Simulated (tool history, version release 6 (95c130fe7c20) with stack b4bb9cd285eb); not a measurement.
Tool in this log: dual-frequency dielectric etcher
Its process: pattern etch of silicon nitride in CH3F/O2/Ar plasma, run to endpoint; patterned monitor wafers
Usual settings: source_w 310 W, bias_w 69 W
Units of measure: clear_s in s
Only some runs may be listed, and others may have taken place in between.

run,hour,source_w,bias_w,"incoming incoming film thickness, nm",clear_s
1,0.0,260,74,36.88,57.2
2,63.3,310,69,36.88,55.3
3,162.2,310,69,36.63,54.9
4,216.8,310,69,36.67,55.1
5,267.0,310,69,37.04,55.5
6,310.7,310,69,36.73,55.3
7,347.7,280,56,36.72,61.1
8,403.6,290,76,36.69,54.0
9,482.7,290,76,36.60,53.6
10,582.4,290,76,36.76,57.3
11,624.2,310,69,36.66,58.0
12,720.4,310,69,37.30,58.9
13,822.4,310,69,36.95,58.0
14,921.1,310,82,36.74,53.8
15,1024.9,310,82,36.65,53.6
16,1127.1,310,69,36.82,56.0
17,1212.8,340,75,36.91,52.3
18,1302.1,310,69,36.90,55.6
19,1342.5,310,69,36.80,55.6
20,1412.2,280,69,36.59,56.3
21,1453.3,310,69,37.16,55.6
22,1550.0,310,69,36.81,55.1
23,1618.9,290,52,37.09,62.0
24,1670.6,290,64,36.55,57.3
25,1733.4,370,84,36.72,49.1
26,1789.8,330,61,36.84,57.0
27,2098.7,270,58,36.83,61.6
28,2164.7,360,81,36.95,49.5
29,2402.1,230,69,36.78,60.8
30,2466.1,290,76,36.71,54.5
31,2550.0,340,64,36.96,55.5

Removed from this log: 7 entries logged between the listed runs. Between which two listed runs does each belong, and how does the tool's hidden state at the listed run before it compare with that at the listed run after it?
From run 9 to run 10: wet clean of the chamber (hour 553.7)
  etch rate over this chamber's usual, %: 1.94 -> -3.7
  the result without the hidden state subtracted from the measured one, clear_s: -1.0 -> +2.1 s
From run 15 to run 16: wet clean of the chamber, repeated, since the last time left the tool worse (hour 1077.2)
  etch rate over this chamber's usual, %: -2.44 -> 0.106
  the result without the hidden state subtracted from the measured one, clear_s: +1.3 -> +0.0 s
From run 18 to run 19: upper electrode replaced (hour 1331.9)
  etch rate over this chamber's usual, %: 0.602 -> 0.717
  the result without the hidden state subtracted from the measured one, clear_s: -0.3 -> -0.4 s
From run 21 to run 22: source power generator calibrated (hour 1499.8)
  etch rate over this chamber's usual, %: 1.03 -> 1.31
  the result without the hidden state subtracted from the measured one, clear_s: -0.6 -> -0.8 s
From run 24 to run 25: wet clean of the chamber (hour 1712.4)
  etch rate over this chamber's usual, %: 1.65 -> 0.0139
  the result without the hidden state subtracted from the measured one, clear_s: -0.9 -> +0.0 s
From run 26 to run 27: bias power generator calibrated (hour 1994.0)
  etch rate over this chamber's usual, %: 0.174 -> 1.05
  the result without the hidden state subtracted from the measured one, clear_s: -0.1 -> -0.7 s
From run 28 to run 29: wet clean of the chamber (hour 2355.3)
  etch rate over this chamber's usual, %: 1.24 -> 0.491
  the result without the hidden state subtracted from the measured one, clear_s: -0.6 -> -0.3 s
